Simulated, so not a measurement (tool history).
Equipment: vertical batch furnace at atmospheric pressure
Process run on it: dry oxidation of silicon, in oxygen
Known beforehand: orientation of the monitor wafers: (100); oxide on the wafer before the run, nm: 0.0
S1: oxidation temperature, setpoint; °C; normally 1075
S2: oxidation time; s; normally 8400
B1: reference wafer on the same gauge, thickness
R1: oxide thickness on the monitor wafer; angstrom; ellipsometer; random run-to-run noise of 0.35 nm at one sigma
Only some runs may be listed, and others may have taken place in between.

run 1 hour=0 | S1=1075 S2=8400 | B1=213.98 | R1=1816.3
run 2 hour=12.4 | S1=1075 S2=8400 | B1=213.8 | R1=1817.6
run 3 hour=37.6 | S1=1075 S2=8400 | B1=213.93 | R1=1818.9
run 4 hour=78.6 | S1=1075 S2=8400 | B1=213.99 | R1=1815.3
run 5 hour=135.6 | S1=1075 S2=8400 | B1=213.9 | R1=1821.5
run 6 hour=166.8 | S1=1075 S2=8400 | B1=213.9 | R1=1814.4
run 7 hour=186.7 | S1=1075 S2=8400 | B1=214.06 | R1=1814.4
run 8 hour=202.3 | S1=1075 S2=8400 | B1=214.02 | R1=1814.5
run 9 hour=234.4 | S1=1075 S2=5850 | B1=213.89 | R1=1445.6
run 10 hour=264.1 | S1=1075 S2=5850 | B1=213.94 | R1=1441.9
run 11 hour=287.9 | S1=1075 S2=5850 | B1=213.97 | R1=1444.9
run 12 hour=314.1 | S1=1075 S2=8400 | B1=214.01 | R1=1816.4
run 13 hour=346.3 | S1=1075 S2=8400 | B1=214.12 | R1=1809.4
run 14 hour=358.5 | S1=1075 S2=8400 | B1=213.99 | R1=1807.7
run 15 hour=387.6 | S1=1087 S2=8400 | B1=213.98 | R1=1971.2
run 16 hour=409.7 | S1=1087 S2=8400 | B1=213.86 | R1=1967.7
run 17 hour=425.9 | S1=1087 S2=8400 | B1=214.05 | R1=1971.3
-- hour=463.5 thermocouples replaced and temperature profile calibrated
run 18 hour=464 | S1=1075 S2=8400 | B1=214.07 | R1=1745.3
run 19 hour=470.4 | S1=1075 S2=8400 | B1=213.94 | R1=1741.9
run 20 hour=493.5 | S1=1095 S2=8400 | B1=214.14 | R1=2003.1
run 21 hour=508.7 | S1=1088 S2=8400 | B1=214.02 | R1=1913.5

Run 22 has not been measured yet. What should we expect?
-- hour=543.7 gauge calibrated
run 22 hour=586.2 | S1=1075 S2=8400 | B1=? | R1=?

{"run 22": {"B1": 213.92, "R1": 1746.9}}
Minus the tool's unlogged condition, the same run would have read R1 1793.7 angstrom.
